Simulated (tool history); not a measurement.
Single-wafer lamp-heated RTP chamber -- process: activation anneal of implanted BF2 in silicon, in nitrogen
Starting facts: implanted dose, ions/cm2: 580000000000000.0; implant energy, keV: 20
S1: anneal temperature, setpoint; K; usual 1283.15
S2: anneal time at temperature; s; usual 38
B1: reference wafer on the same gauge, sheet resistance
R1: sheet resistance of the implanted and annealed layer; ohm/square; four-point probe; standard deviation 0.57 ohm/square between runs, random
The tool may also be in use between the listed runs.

run	day	S1	S2	B1	R1
1	0.000	1283.15	46	273.08	232.39
2	0.279	1289.15	38	273.17	233.02
3	0.933	1289.15	38	273.04	231.53
4	1.308	1283.15	56	272.98	228.76
5	1.983	1283.15	56	273.08	228.71
6	2.271	1283.15	38	272.95	234.63
7	2.712	1283.15	38	273.17	233.66
8	4.171	1283.15	38	273.26	233.22
9	4.592	1262.15	56	272.96	240.89
10	5.029	1283.15	21	273.31	241.95
11	5.721	1283.15	21	272.94	241.77
12	6.000	1283.15	21	272.99	242.05
13	6.525	1283.15	38	273.03	233.88
14	7.254	1283.15	38	273.00	232.46
15	7.667	1283.15	38	272.86	231.93
16	8.417	1283.15	27	273.06	237.15
17	8.950	1283.15	21	273.07	240.02
18	9.658	1283.15	56	272.80	225.68
19	9.938	1313.15	46	273.05	218.91
20	10.442	1274.15	38	272.98	237.01
# day 10.533: gauge calibrated
21	10.879	1261.15	30	273.19	247.34
22	11.179	1283.15	38	273.12	230.47
# day 11.575: reflector plate cleaned
23	11.596	1310.15	19	273.13	227.35
# day 11.967: pyrometer window cleaned and pyrometer calibrated
24	11.988	1313.15	46	273.13	221.62
25	12.496	1264.15	17	272.97	261.70
26	12.829	1292.15	51	273.20	227.06
27	13.288	1275.15	45	272.80	238.28
28	13.867	1294.15	16	273.14	243.05
29	14.150	1291.15	21	273.07	239.33
30	14.450	1283.15	38	273.13	236.13
31	14.750	1307.15	16	272.92	235.05
32	15.404	1283.15	38	272.87	235.45
33	17.646	1257.15	32	272.74	254.69
34	18.367	1309.15	27	273.00	227.69
35	19.004	1283.15	52	272.90	228.74
36	19.458	1283.15	38	273.03	233.25
37	19.842	1299.15	31	273.17	228.50
38	20.242	1306.15	17	273.11	232.49

Here are 3 independent what-if runs from the current tool condition. What would each one return?
A	20.258	1299.15	38	?	?
B	20.258	1300.15	21	?	?
C	20.258	1293.15	38	?	?

run	B1	R1
A	273.09	226.23
B	273.09	233.25
C	273.09	228.64
Take away the tool's hidden state, keep each run's random variation, and the runs would have read:
run	R1
A	229.19
B	236.65
C	231.98
